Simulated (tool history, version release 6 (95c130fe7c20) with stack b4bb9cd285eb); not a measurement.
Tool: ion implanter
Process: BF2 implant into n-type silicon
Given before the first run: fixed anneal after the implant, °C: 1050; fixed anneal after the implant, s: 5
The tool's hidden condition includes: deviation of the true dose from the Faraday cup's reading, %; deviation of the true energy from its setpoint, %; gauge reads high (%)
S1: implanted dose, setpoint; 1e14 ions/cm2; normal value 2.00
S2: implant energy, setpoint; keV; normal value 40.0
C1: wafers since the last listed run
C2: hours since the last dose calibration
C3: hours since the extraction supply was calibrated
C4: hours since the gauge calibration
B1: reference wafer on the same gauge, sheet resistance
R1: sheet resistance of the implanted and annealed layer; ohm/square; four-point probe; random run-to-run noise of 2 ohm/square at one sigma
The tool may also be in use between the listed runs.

run 1 hour=0.0 | S1=1.75 S2=40.0 | C1=0 C2=472.4 C3=4278.5 C4=35.3 | B1=582.60 | R1=590.03
run 2 hour=12.2 | S1=1.75 S2=40.0 | C1=197 C2=484.6 C3=4290.7 C4=47.5 | B1=583.10 | R1=591.60
run 3 hour=23.8 | S1=1.75 S2=40.0 | C1=187 C2=496.2 C3=4302.3 C4=59.1 | B1=582.07 | R1=590.22
run 4 hour=33.9 | S1=1.55 S2=40.0 | C1=163 C2=506.3 C3=4312.4 C4=69.2 | B1=582.65 | R1=653.72
run 5 hour=65.1 | S1=1.55 S2=40.0 | C1=504 C2=537.5 C3=4343.6 C4=100.4 | B1=583.10 | R1=648.42
run 6 hour=73.6 | S1=1.55 S2=40.0 | C1=137 C2=546.0 C3=4352.1 C4=108.9 | B1=582.45 | R1=655.52
run 7 hour=88.6 | S1=2.18 S2=40.0 | C1=242 C2=561.0 C3=4367.1 C4=123.9 | B1=583.06 | R1=493.57
-- hour=105.8 Faraday cup replaced and dose calibrated
-- hour=115.3 gauge calibrated
run 8 hour=136.5 | S1=2.00 S2=35.0 | C1=644 C2=30.7 C3=4415.0 C4=21.2 | B1=582.72 | R1=521.31
-- hour=173.5 extraction supply calibrated
run 9 hour=174.0 | S1=2.00 S2=35.0 | C1=476 C2=68.2 C3=0.5 C4=58.7 | B1=582.45 | R1=518.73
run 10 hour=177.4 | S1=2.00 S2=35.0 | C1=54 C2=71.6 C3=3.9 C4=62.1 | B1=583.19 | R1=523.60
run 11 hour=193.4 | S1=2.00 S2=40.0 | C1=258 C2=87.6 C3=19.9 C4=78.1 | B1=583.43 | R1=511.88
run 12 hour=208.3 | S1=2.00 S2=40.0 | C1=240 C2=102.5 C3=34.8 C4=93.0 | B1=583.37 | R1=515.33
run 13 hour=218.6 | S1=2.40 S2=29.0 | C1=166 C2=112.8 C3=45.1 C4=103.3 | B1=582.82 | R1=464.43
run 14 hour=227.3 | S1=2.00 S2=44.5 | C1=140 C2=121.5 C3=53.8 C4=112.0 | B1=583.13 | R1=508.92
run 15 hour=235.0 | S1=1.40 S2=46.0 | C1=124 C2=129.2 C3=61.5 C4=119.7 | B1=582.62 | R1=678.32
run 16 hour=241.3 | S1=2.40 S2=29.0 | C1=101 C2=135.5 C3=67.8 C4=126.0 | B1=583.30 | R1=460.93
run 17 hour=254.0 | S1=1.72 S2=33.0 | C1=205 C2=148.2 C3=80.5 C4=138.7 | B1=583.00 | R1=599.80
run 18 hour=270.0 | S1=1.49 S2=40.0 | C1=258 C2=164.2 C3=96.5 C4=154.7 | B1=582.71 | R1=656.50
-- hour=276.8 gauge calibrated
run 19 hour=286.7 | S1=1.56 S2=49.0 | C1=269 C2=180.9 C3=113.2 C4=9.9 | B1=583.35 | R1=618.20
run 20 hour=296.2 | S1=2.00 S2=35.5 | C1=153 C2=190.4 C3=122.7 C4=19.4 | B1=583.02 | R1=526.94

Each run again, without the hidden state but with its own random variation kept:
run=1 R1=574.85
run=2 R1=575.93
run=3 R1=574.15
run=4 R1=635.58
run=5 R1=629.15
run=6 R1=635.69
run=7 R1=477.98
run=8 R1=522.59
run=9 R1=518.77
run=10 R1=523.52
run=11 R1=511.29
run=12 R1=514.25
run=13 R1=463.13
run=14 R1=507.25
run=15 R1=675.79
run=16 R1=458.96
run=17 R1=596.81
run=18 R1=652.60
run=19 R1=613.86
run=20 R1=522.90
